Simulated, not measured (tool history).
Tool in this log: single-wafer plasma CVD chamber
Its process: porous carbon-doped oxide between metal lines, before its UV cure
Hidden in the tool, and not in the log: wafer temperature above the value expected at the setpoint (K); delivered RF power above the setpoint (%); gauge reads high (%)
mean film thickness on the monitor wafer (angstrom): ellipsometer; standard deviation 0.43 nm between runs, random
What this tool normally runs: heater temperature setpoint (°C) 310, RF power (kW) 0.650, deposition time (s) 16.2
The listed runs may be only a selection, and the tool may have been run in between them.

run,hour,heater temperature setpoint (°C),RF power (kW),deposition time (s),wafers since the last listed run,hours since the last thermocouple change,hours since the last RF generator calibration,hours since the showerhead was replaced,hours since the gauge calibration,"read-back reference wafer on the same gauge, thickness_nm",mean film thickness on the monitor wafer (angstrom)
1,0.0,310,0.550,16.2,0,1938.3,466.0,2395.1,1610.5,93.277,887.52
# hour 69.1: thermocouple changed; heater temperature recalibrated
2,69.6,310,0.550,16.2,1594,0.5,535.6,2464.7,1680.1,93.366,911.37
3,106.7,310,0.550,16.2,960,37.6,572.7,2501.8,1717.2,93.360,910.89
# hour 170.6: gauge calibrated
4,176.7,310,0.585,16.2,1811,107.6,642.7,2571.8,6.1,93.402,938.49
5,283.7,310,0.650,16.2,2769,214.6,749.7,2678.8,113.1,93.466,993.77
6,556.4,310,0.650,16.2,7058,487.3,1022.4,2951.5,385.8,93.382,995.73
7,637.0,310,0.650,16.2,2086,567.9,1103.0,3032.1,466.4,93.381,998.43
8,937.7,310,0.650,16.2,7783,868.6,1403.7,3332.8,767.1,93.419,1002.95
9,1032.0,310,0.650,14.3,2440,962.9,1498.0,3427.1,861.4,93.452,877.84
10,1104.4,310,0.650,14.3,1873,1035.3,1570.4,3499.5,933.8,93.438,879.34
11,1283.0,310,0.650,14.3,4622,1213.9,1749.0,3678.1,1112.4,93.408,879.20
12,1364.1,310,0.650,16.2,2099,1295.0,1830.1,3759.2,1193.5,93.406,993.60
13,1466.9,310,0.650,16.2,2660,1397.8,1932.9,3862.0,1296.3,93.453,986.04
14,1557.0,310,0.650,16.2,2332,1487.9,2023.0,3952.1,1386.4,93.477,988.55
15,1601.8,310,0.615,16.2,1159,1532.7,2067.8,3996.9,1431.2,93.382,961.70
# hour 1699.5: showerhead replaced
16,1700.0,310,0.615,16.2,2334,1630.9,2166.0,0.5,1529.4,93.448,949.64
# hour 1716.0: RF generator calibrated
17,1790.3,306,0.755,17.6,2130,1721.2,74.3,90.8,1619.7,93.419,1171.55
18,1862.9,300,0.650,14.6,1879,1793.8,146.9,163.4,1692.3,93.398,923.63
19,1915.7,310,0.690,15.3,1366,1846.6,199.7,216.2,1745.1,93.463,958.58
20,1962.6,310,0.650,16.2,1213,1893.5,246.6,263.1,1792.0,93.405,982.19
21,2045.7,310,0.650,16.2,2150,1976.6,329.7,346.2,1875.1,93.305,969.99
# hour 2071.1: gauge calibrated
# hour 2075.6: thermocouple changed; heater temperature recalibrated
22,2149.3,310,0.555,18.7,2474,73.7,433.3,449.8,78.2,93.388,1051.25
23,2228.9,310,0.650,16.2,2060,153.3,512.9,529.4,157.8,93.402,998.81
24,2269.1,310,0.650,19.3,1040,193.5,553.1,569.6,198.0,93.411,1188.43
25,2311.6,310,0.520,13.6,1100,236.0,595.6,612.1,240.5,93.431,748.61
26,2378.7,310,0.760,17.8,1736,303.1,662.7,679.2,307.6,93.483,1187.37
27,2449.7,320,0.650,18.1,1837,374.1,733.7,750.2,378.6,93.401,1058.03
28,2494.3,322,0.750,16.2,1154,418.7,778.3,794.8,423.2,93.407,1018.52
29,2538.6,310,0.715,16.2,1146,463.0,822.6,839.1,467.5,93.444,1047.23
30,2607.5,310,0.725,13.7,1783,531.9,891.5,908.0,536.4,93.407,897.94
31,2649.2,310,0.650,16.2,1079,573.6,933.2,949.7,578.1,93.413,1006.10
32,2734.9,310,0.770,16.2,2218,659.3,1018.9,1035.4,663.8,93.334,1088.98
33,2808.8,296,0.650,16.2,1912,733.2,1092.8,1109.3,737.7,93.351,1068.33

Alternative continuations, all from the tool just after run 33; predict every row:
A,2809.2,310,0.650,16.2,10,733.6,1093.2,1109.7,738.1,?,?
B,2809.2,310,0.600,16.2,10,733.6,1093.2,1109.7,738.1,?,?
C,2809.2,298,0.750,19.4,10,733.6,1093.2,1109.7,738.1,?,?
D,2809.2,310,0.530,16.2,10,733.6,1093.2,1109.7,738.1,?,?
E,2809.2,310,0.765,16.2,10,733.6,1093.2,1109.7,738.1,?,?

run,"read-back reference wafer on the same gauge, thickness_nm",mean film thickness on the monitor wafer (angstrom)
A,93.307,998.55
B,93.307,955.88
C,93.307,1362.09
D,93.307,894.36
E,93.307,1091.69
Had the tool no hidden state, the same runs would have come out as:
run,mean film thickness on the monitor wafer (angstrom)
A,1000.02
B,957.29
C,1364.27
D,895.68
E,1093.30
